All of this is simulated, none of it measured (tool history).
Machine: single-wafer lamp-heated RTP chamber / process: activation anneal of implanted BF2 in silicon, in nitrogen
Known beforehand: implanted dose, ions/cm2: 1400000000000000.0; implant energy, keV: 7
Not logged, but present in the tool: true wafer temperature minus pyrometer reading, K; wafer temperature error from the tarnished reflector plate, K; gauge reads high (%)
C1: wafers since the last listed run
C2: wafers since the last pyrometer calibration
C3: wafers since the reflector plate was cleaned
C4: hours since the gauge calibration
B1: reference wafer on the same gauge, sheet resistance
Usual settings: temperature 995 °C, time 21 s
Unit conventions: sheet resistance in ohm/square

Run 1, hour 0: usual settings; C1 0; C2 670; C3 7153; C4 79; B1 271.97. Result: sheet resistance 224.95 ohm/square.
Run 2, hour 16.4: usual settings; C1 261; C2 932; C3 7415; C4 95.4; B1 271.89. Result: sheet resistance 224.1 ohm/square.
Run 3, hour 30.8: usual settings; C1 229; C2 1162; C3 7645; C4 109.8; B1 271.93. Result: sheet resistance 221.88 ohm/square.
Run 4, hour 41.3: usual settings; C1 167; C2 1330; C3 7813; C4 120.3; B1 271.95. Result: sheet resistance 221.06 ohm/square.
Run 5, hour 50: usual settings; C1 138; C2 1469; C3 7951; C4 129; B1 271.78. Result: sheet resistance 219.86 ohm/square.
Run 6, hour 61.9: usual settings but time 25 s; C1 190; C2 1659; C3 8141; C4 140.9; B1 272.05. Result: sheet resistance 206.82 ohm/square.
At hour 66.6: gauge calibrated.
Run 7, hour 76.9: usual settings but temperature 984 °C; C1 239; C2 1898; C3 8381; C4 10.3; B1 271.78. Result: sheet resistance 251.24 ohm/square.
At hour 97.2: pyrometer window cleaned and pyrometer calibrated.
At hour 100.4: reflector plate cleaned.
Run 8, hour 100.9: usual settings but temperature 984 °C; C1 204; C2 8; C3 8; C4 34.3; B1 271.76. Result: sheet resistance 264.87 ohm/square.
Run 9, hour 101.2: usual settings; C1 4; C2 13; C3 13; C4 34.6; B1 271.89. Result: sheet resistance 232.63 ohm/square.
Run 10, hour 109: usual settings but temperature 972 °C, time 16 s; C1 124; C2 137; C3 137; C4 42.4; B1 271.93. Result: sheet resistance 323.15 ohm/square.
Run 11, hour 124.6: usual settings; C1 249; C2 386; C3 386; C4 58; B1 272.14. Result: sheet resistance 232.13 ohm/square.
Run 12, hour 137: usual settings but time 26 s; C1 197; C2 584; C3 584; C4 70.4; B1 272.04. Result: sheet resistance 216.13 ohm/square.
Run 13, hour 150.7: usual settings but temperature 985 °C; C1 218; C2 803; C3 803; C4 84.1; B1 272.04. Result: sheet resistance 260.71 ohm/square.
Run 14, hour 167.3: usual settings but temperature 981 °C; C1 265; C2 1068; C3 1068; C4 100.7; B1 271.9. Result: sheet resistance 273.34 ohm/square.
Run 15, hour 184.2: usual settings but temperature 1025 °C, time 29 s; C1 269; C2 1338; C3 1338; C4 117.6; B1 272.15. Result: sheet resistance 149.22 ohm/square.
At hour 193.6: gauge calibrated.
Run 16, hour 200.5: usual settings but temperature 984 °C, time 26 s; C1 260; C2 1598; C3 1598; C4 6.9; B1 272.11. Result: sheet resistance 246.81 ohm/square.

Hidden state at the last listed run before each entry between runs and at the first one after, where it differs:
In the gap between runs 6 and 7: gauge calibrated (hour 66.6)
  true wafer temperature minus pyrometer reading, K: 1.06 -> 1.36; wafer temperature error from the tarnished reflector plate, K: 3.59 -> 3.8
  measured less the result without the state, sheet resistance: -13.08 -> -16.11 ohm/square
In the gap between runs 7 and 8: pyrometer window cleaned and pyrometer calibrated (hour 97.2); reflector plate cleaned (hour 100.4)
  true wafer temperature minus pyrometer reading, K: 1.36 -> 0.109; wafer temperature error from the tarnished reflector plate, K: 3.8 -> 0.228
  measured less the result without the state, sheet resistance: -16.11 -> -1.06 ohm/square
In the gap between runs 15 and 16: gauge calibrated (hour 193.6)
  true wafer temperature minus pyrometer reading, K: 0.777 -> 1.05; wafer temperature error from the tarnished reflector plate, K: 0.322 -> 0.362
  measured less the result without the state, sheet resistance: -1.1 -> -4.4 ohm/square

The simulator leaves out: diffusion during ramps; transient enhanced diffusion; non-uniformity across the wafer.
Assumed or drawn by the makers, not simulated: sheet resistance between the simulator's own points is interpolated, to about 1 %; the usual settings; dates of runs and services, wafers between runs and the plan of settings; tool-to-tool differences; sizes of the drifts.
